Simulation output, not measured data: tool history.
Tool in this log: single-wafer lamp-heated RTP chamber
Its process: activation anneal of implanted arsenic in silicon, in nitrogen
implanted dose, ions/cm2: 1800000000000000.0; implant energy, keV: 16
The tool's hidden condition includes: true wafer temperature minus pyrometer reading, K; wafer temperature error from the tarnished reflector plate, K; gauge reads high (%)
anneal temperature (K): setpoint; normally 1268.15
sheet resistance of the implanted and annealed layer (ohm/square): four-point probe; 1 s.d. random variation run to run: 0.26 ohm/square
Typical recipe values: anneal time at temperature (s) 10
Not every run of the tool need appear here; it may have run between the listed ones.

run	hour	anneal temperature (K)	anneal time at temperature (s)	wafers since the last listed run	wafers since the last pyrometer calibration	wafers since the reflector plate was cleaned	hours since the gauge calibration	read-back reference wafer on the same gauge, sheet resistance	sheet resistance of the implanted and annealed layer (ohm/square)
1	0	1268.15	10	0	1185	5595	853.6	131.08	126.8
2	65.8	1268.15	6	1161	2346	6757	919.4	130.97	133.92
3	115.9	1268.15	6	884	3230	7641	969.5	131.01	133.59
# hour 148.1: reflector plate cleaned
4	184.1	1268.15	10	1062	4293	636	1037.7	131.11	125.79
5	216	1285.15	10	562	4855	1199	1069.6	130.97	116.15
6	274.9	1285.15	10	1039	5895	2238	1128.5	130.88	115.89
7	305.7	1268.15	10	543	6438	2781	1159.3	131.01	125.82
# hour 337.6: pyrometer window cleaned and pyrometer calibrated
# hour 362.5: gauge calibrated
8	373.5	1268.15	10	1055	632	3837	11	131.09	127
9	431.1	1268.15	10	1016	1649	4853	68.6	131.02	126.76
10	495.2	1268.15	10	1131	2780	5984	132.7	130.98	126.82
11	560.5	1268.15	10	1152	3932	7137	198	130.97	125.9
12	595.9	1268.15	10	624	4557	7762	233.4	131.13	125.71
# hour 607: reflector plate cleaned
13	665.8	1268.15	10	1092	5649	1037	303.3	130.99	125.94
14	703.6	1268.15	10	667	6316	1704	341.1	131.11	125.16
15	774.8	1268.15	7	1256	7573	2961	412.3	131.01	130.97
# hour 792.4: pyrometer window cleaned and pyrometer calibrated
16	812.4	1268.15	7	522	353	3483	449.9	130.96	133.15
17	882.1	1257.15	10	1230	1583	4713	519.6	130.94	132.58
18	941	1268.15	10	1039	2623	5753	578.5	131	125.84
19	996.9	1287.15	10	986	3609	6739	634.4	130.97	115.2
20	1033.1	1268.15	10	638	4248	7378	670.6	131.03	125.73
# hour 1063.5: reflector plate cleaned
21	1096.2	1294.15	7	972	5220	576	733.7	130.93	117.79
22	1144.2	1268.15	6	847	6068	1423	781.7	131	133.14
23	1187.3	1283.15	15	760	6828	2184	824.8	130.99	109.71
# hour 1215.9: pyrometer window cleaned and pyrometer calibrated
24	1246.8	1268.15	10	908	544	3093	884.3	131.03	127.27
25	1314.5	1258.15	6	1194	1739	4287	952	131	138.54
26	1376.8	1244.15	16	1099	2839	5387	1014.3	131.03	131.86
27	1405.8	1268.15	15	511	3350	5899	1043.3	131.04	118.61
# hour 1460.3: reflector plate cleaned
# hour 1526.7: gauge calibrated
28	1578.7	1254.15	13	2910	6260	2088	52	131	128.6
29	1612.1	1242.15	5	589	6850	2678	85.4	131.05	146.56
# hour 1630.7: pyrometer window cleaned and pyrometer calibrated
30	1679.2	1268.15	10	1042	856	3721	152.5	131.13	126.84
31	1862.5	1289.15	7	3234	4090	6956	335.8	131.1	120.53
# hour 1882.6: reflector plate cleaned
32	1906.1	1253.15	15	628	4718	415	379.4	130.97	127.46
33	1971.7	1257.15	7	1157	5876	1572	445	131.13	136.44
# hour 2019.2: pyrometer window cleaned and pyrometer calibrated
34	2019.7	1268.15	13	705	9	2278	493	131.1	123.53
35	2047.8	1282.15	5	495	505	2774	521.1	130.94	130.88
36	2081.3	1244.15	16	591	1096	3365	554.6	130.93	133.24

Below are 4 alternative next runs, each starting from the tool's condition after run 36. Predict each:
A	2081.7	1268.15	10	7	1103	3372	555	?	?
B	2081.7	1292.15	8	7	1103	3372	555	?	?
C	2081.7	1286.15	7	7	1103	3372	555	?	?
D	2081.7	1255.15	10	7	1103	3372	555	?	?

run	read-back reference wafer on the same gauge, sheet resistance	sheet resistance of the implanted and annealed layer (ohm/square)
A	130.99	127.09
B	130.99	117.85
C	130.99	123.31
D	130.99	134.16
Take away the tool's hidden state, keep each run's random variation, and the runs would have read:
run	sheet resistance of the implanted and annealed layer (ohm/square)
A	128.3
B	119.02
C	124.46
D	135.32
